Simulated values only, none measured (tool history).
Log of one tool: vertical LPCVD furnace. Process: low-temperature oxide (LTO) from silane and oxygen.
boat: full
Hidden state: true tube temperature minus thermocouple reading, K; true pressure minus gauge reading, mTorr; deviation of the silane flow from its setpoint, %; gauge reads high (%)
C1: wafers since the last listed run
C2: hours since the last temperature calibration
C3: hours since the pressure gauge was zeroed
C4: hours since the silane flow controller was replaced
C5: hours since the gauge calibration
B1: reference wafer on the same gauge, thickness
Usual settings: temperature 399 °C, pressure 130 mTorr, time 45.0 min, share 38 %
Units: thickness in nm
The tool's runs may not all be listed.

run 1 day=0.000 | temperature=399 pressure=130 time=45.0 share=38 | C1=0 C2=2775.5 C3=3460.3 C4=4446.7 C5=236.1 | B1=247.20 | thickness=214.81
run 2 day=0.550 | temperature=399 pressure=130 time=45.0 share=38 | C1=159 C2=2788.7 C3=3473.5 C4=4459.9 C5=249.3 | B1=247.05 | thickness=214.46
run 3 day=1.300 | temperature=399 pressure=130 time=45.0 share=38 | C1=217 C2=2806.7 C3=3491.5 C4=4477.9 C5=267.3 | B1=246.89 | thickness=213.66
run 4 day=1.912 | temperature=402 pressure=130 time=45.0 share=38 | C1=177 C2=2821.4 C3=3506.2 C4=4492.6 C5=282.0 | B1=247.10 | thickness=222.55
run 5 day=2.767 | temperature=399 pressure=130 time=45.0 share=38 | C1=247 C2=2841.9 C3=3526.7 C4=4513.1 C5=302.5 | B1=247.07 | thickness=214.59
run 6 day=3.979 | temperature=399 pressure=130 time=45.0 share=38 | C1=351 C2=2871.0 C3=3555.8 C4=4542.2 C5=331.6 | B1=247.13 | thickness=213.97
run 7 day=4.679 | temperature=399 pressure=130 time=45.0 share=38 | C1=202 C2=2887.8 C3=3572.6 C4=4559.0 C5=348.4 | B1=247.12 | thickness=214.92
run 8 day=5.529 | temperature=399 pressure=130 time=45.0 share=38 | C1=246 C2=2908.2 C3=3593.0 C4=4579.4 C5=368.8 | B1=246.88 | thickness=214.67
run 9 day=6.688 | temperature=399 pressure=130 time=45.0 share=38 | C1=335 C2=2936.0 C3=3620.8 C4=4607.2 C5=396.6 | B1=247.16 | thickness=214.62
run 10 day=7.250 | temperature=399 pressure=130 time=45.0 share=38 | C1=163 C2=2949.5 C3=3634.3 C4=4620.7 C5=410.1 | B1=246.70 | thickness=213.88
run 11 day=8.346 | temperature=407 pressure=100 time=45.0 share=35 | C1=317 C2=2975.8 C3=3660.6 C4=4647.0 C5=436.4 | B1=247.10 | thickness=162.66
-- day=9.408 pressure gauge zeroed
run 12 day=9.529 | temperature=391 pressure=110 time=31.5 share=31 | C1=53 C2=3004.2 C3=2.9 C4=4675.4 C5=464.8 | B1=247.01 | thickness=87.99
run 13 day=10.138 | temperature=390 pressure=145 time=51.5 share=44 | C1=176 C2=3018.8 C3=17.5 C4=4690.0 C5=479.4 | B1=246.92 | thickness=294.16
run 14 day=11.238 | temperature=410 pressure=160 time=57.0 share=32 | C1=318 C2=3045.2 C3=43.9 C4=4716.4 C5=505.8 | B1=246.80 | thickness=301.34
run 15 day=12.371 | temperature=390 pressure=145 time=51.5 share=44 | C1=328 C2=3072.4 C3=71.1 C4=4743.6 C5=533.0 | B1=247.08 | thickness=294.94
run 16 day=13.496 | temperature=405 pressure=130 time=57.0 share=38 | C1=326 C2=3099.4 C3=98.1 C4=4770.6 C5=560.0 | B1=246.97 | thickness=290.02
-- day=14.783 gauge calibrated
-- day=15.438 silane flow controller replaced
run 17 day=15.458 | temperature=399 pressure=130 time=45.0 share=38 | C1=279 C2=3146.5 C3=145.2 C4=0.5 C5=16.2 | B1=246.95 | thickness=213.92
run 18 day=15.667 | temperature=405 pressure=130 time=35.0 share=42 | C1=60 C2=3151.5 C3=150.2 C4=5.5 C5=21.2 | B1=247.24 | thickness=200.35
run 19 day=16.171 | temperature=399 pressure=130 time=45.0 share=38 | C1=146 C2=3163.6 C3=162.3 C4=17.6 C5=33.3 | B1=246.93 | thickness=214.31
run 20 day=16.779 | temperature=399 pressure=130 time=45.0 share=38 | C1=176 C2=3178.2 C3=176.9 C4=32.2 C5=47.9 | B1=247.05 | thickness=214.03
-- day=18.433 thermocouples replaced and temperature profile calibrated
run 21 day=18.454 | temperature=399 pressure=130 time=45.0 share=38 | C1=195 C2=0.5 C3=217.1 C4=72.4 C5=88.1 | B1=247.16 | thickness=213.96
run 22 day=18.783 | temperature=399 pressure=130 time=31.5 share=44 | C1=95 C2=8.4 C3=225.0 C4=80.3 C5=96.0 | B1=247.07 | thickness=178.37
run 23 day=20.133 | temperature=399 pressure=130 time=45.0 share=38 | C1=391 C2=40.8 C3=257.4 C4=112.7 C5=128.4 | B1=246.80 | thickness=213.97
run 24 day=21.533 | temperature=405 pressure=130 time=45.0 share=45 | C1=405 C2=74.4 C3=291.0 C4=146.3 C5=162.0 | B1=247.00 | thickness=278.02
run 25 day=22.775 | temperature=399 pressure=130 time=34.0 share=38 | C1=360 C2=104.2 C3=320.8 C4=176.1 C5=191.8 | B1=247.00 | thickness=162.20
run 26 day=23.971 | temperature=399 pressure=130 time=45.0 share=38 | C1=346 C2=132.9 C3=349.5 C4=204.8 C5=220.5 | B1=247.01 | thickness=214.28
run 27 day=25.292 | temperature=399 pressure=105 time=45.0 share=38 | C1=383 C2=164.6 C3=381.2 C4=236.5 C5=252.2 | B1=246.79 | thickness=173.61
run 28 day=26.612 | temperature=399 pressure=160 time=53.5 share=31 | C1=383 C2=196.3 C3=412.9 C4=268.2 C5=283.9 | B1=246.93 | thickness=238.93
run 29 day=27.683 | temperature=399 pressure=130 time=45.0 share=38 | C1=310 C2=222.0 C3=438.6 C4=293.9 C5=309.6 | B1=247.13 | thickness=215.69
run 30 day=28.579 | temperature=411 pressure=100 time=45.0 share=45 | C1=259 C2=243.5 C3=460.1 C4=315.4 C5=331.1 | B1=246.88 | thickness=226.44
run 31 day=30.600 | temperature=399 pressure=115 time=45.0 share=38 | C1=585 C2=292.0 C3=508.6 C4=363.9 C5=379.6 | B1=246.95 | thickness=189.00
run 32 day=31.829 | temperature=399 pressure=130 time=45.0 share=38 | C1=356 C2=321.5 C3=538.1 C4=393.4 C5=409.1 | B1=247.00 | thickness=214.79

3 ways to go on from here, each from the tool as it stands after run 32. What would each give?
run A day=32.046 | temperature=399 pressure=130 time=45.0 share=38 | C1=62 C2=326.7 C3=543.3 C4=398.6 C5=414.3 | B1=? | thickness=?
run B day=32.046 | temperature=391 pressure=105 time=54.0 share=33 | C1=62 C2=326.7 C3=543.3 C4=398.6 C5=414.3 | B1=? | thickness=?
run C day=32.046 | temperature=399 pressure=160 time=45.0 share=38 | C1=62 C2=326.7 C3=543.3 C4=398.6 C5=414.3 | B1=? | thickness=?

run=A B1=246.98 thickness=214.50
run=B B1=246.98 thickness=156.82
run=C B1=246.98 thickness=264.00
Without the tool's hidden state the same runs would have given:
run=A thickness=214.50
run=B thickness=156.82
run=C thickness=264.00
